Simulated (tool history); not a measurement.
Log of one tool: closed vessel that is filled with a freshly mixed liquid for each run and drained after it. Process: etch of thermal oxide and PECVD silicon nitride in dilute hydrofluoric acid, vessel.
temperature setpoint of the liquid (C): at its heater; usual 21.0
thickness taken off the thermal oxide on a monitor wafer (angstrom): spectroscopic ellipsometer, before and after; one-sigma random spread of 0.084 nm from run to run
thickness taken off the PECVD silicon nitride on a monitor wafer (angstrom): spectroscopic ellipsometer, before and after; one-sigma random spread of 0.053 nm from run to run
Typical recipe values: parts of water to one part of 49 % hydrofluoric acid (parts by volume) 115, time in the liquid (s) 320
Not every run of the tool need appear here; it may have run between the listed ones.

run,day,temperature setpoint of the liquid (C),parts of water to one part of 49 % hydrofluoric acid (parts by volume),time in the liquid (s),wafers since the last listed run,hours since the thermometer was replaced,hours since the hydrofluoric acid flow meter was replaced,hours since the gauge calibration,"read-back film thickness of the thermal oxide reference wafer, read on the same gauge (nm)","read-back film thickness of the PECVD silicon nitride reference wafer, read on the same gauge (nm)",thickness taken off the thermal oxide on a monitor wafer (angstrom),thickness taken off the PECVD silicon nitride on a monitor wafer (angstrom)
1,0.000,21.0,115,320,0,876.5,1194.5,476.5,139.99,150.00,93.6,54.1
2,3.750,21.0,115,320,5162,966.5,1284.5,566.5,139.99,149.96,92.2,53.6
3,7.492,21.0,135,320,5150,1056.3,1374.3,656.3,140.01,149.98,76.5,45.9
4,9.654,21.0,115,320,2976,1108.2,1426.2,708.2,140.00,150.00,90.2,52.7
5,12.338,21.0,115,320,3693,1172.6,1490.6,772.6,140.01,150.00,88.8,52.6
6,14.500,21.0,115,320,2976,1224.5,1542.5,824.5,140.00,150.01,89.4,52.6
7,18.608,21.0,115,320,5655,1323.1,1641.1,923.1,140.02,150.00,88.9,50.6
# day 19.575: gauge calibrated
# day 21.129: thermometer replaced
8,21.375,22.5,115,370,3751,5.9,1707.5,43.2,139.97,150.01,115.8,74.2
9,24.204,22.5,115,370,3894,73.8,1775.4,111.1,140.01,149.95,114.8,72.8
10,28.067,18.0,70,320,5317,166.5,1868.1,203.8,140.00,150.03,142.9,75.2
11,32.512,24.5,70,320,6120,273.2,1974.8,310.5,140.01,150.02,182.7,116.1
12,34.225,21.0,75,320,2357,314.3,2015.9,351.6,140.01,150.04,147.7,84.4
13,35.729,17.0,115,150,2070,350.4,2052.0,387.7,140.00,149.99,36.2,20.0
14,39.671,21.0,115,320,5425,445.0,2146.6,482.3,139.99,150.01,89.9,54.9
15,43.854,21.0,115,320,5758,545.4,2247.0,582.7,140.00,149.99,88.5,54.0
# day 45.021: hydrofluoric acid flow meter replaced
16,46.325,17.0,70,165,3343,604.7,31.3,642.0,140.02,150.01,76.4,37.8
17,48.229,21.0,115,320,2621,650.4,77.0,687.7,140.01,149.97,101.0,59.5
18,50.838,21.0,85,160,3590,713.0,139.6,750.3,139.99,150.02,70.5,39.6
19,52.504,17.0,70,165,2294,753.0,179.6,790.3,139.98,149.98,75.0,37.2
# day 53.792: gauge calibrated
20,55.571,21.0,155,475,4221,826.6,253.2,42.7,139.97,149.98,103.6,63.5
21,58.371,21.0,160,320,3854,893.8,320.4,109.9,140.01,150.00,67.0,41.4

How the hidden state differs across the entries between the runs, from the last listed run before each to the first after it:
After run 7, before run 8: gauge calibrated (day 19.575); thermometer replaced (day 21.129)
  liquid colder than its thermometer reads (K): 2.07 -> 0.0592; hydrofluoric acid flow below the setpoint (%): 9.84 -> 10.2
  measured result minus the result with no hidden state, thickness taken off the thermal oxide on a monitor wafer (angstrom): -19.9 -> -15.5; thickness taken off the PECVD silicon nitride on a monitor wafer (angstrom): -13.8 -> -8.6
After run 15, before run 16: hydrofluoric acid flow meter replaced (day 45.021)
  liquid colder than its thermometer reads (K): 0.816 -> 0.899; hydrofluoric acid flow below the setpoint (%): 13.2 -> 2.19
  measured result minus the result with no hidden state, thickness taken off the thermal oxide on a monitor wafer (angstrom): -19.0 -> -4.9; thickness taken off the PECVD silicon nitride on a monitor wafer (angstrom): -11.5 -> -3.4
After run 19, before run 20: gauge calibrated (day 53.792)
  liquid colder than its thermometer reads (K): 1.11 -> 1.21; hydrofluoric acid flow below the setpoint (%): 3.02 -> 3.43
  measured result minus the result with no hidden state, thickness taken off the thermal oxide on a monitor wafer (angstrom): -6.3 -> -9.6; thickness taken off the PECVD silicon nitride on a monitor wafer (angstrom): -4.3 -> -7.7

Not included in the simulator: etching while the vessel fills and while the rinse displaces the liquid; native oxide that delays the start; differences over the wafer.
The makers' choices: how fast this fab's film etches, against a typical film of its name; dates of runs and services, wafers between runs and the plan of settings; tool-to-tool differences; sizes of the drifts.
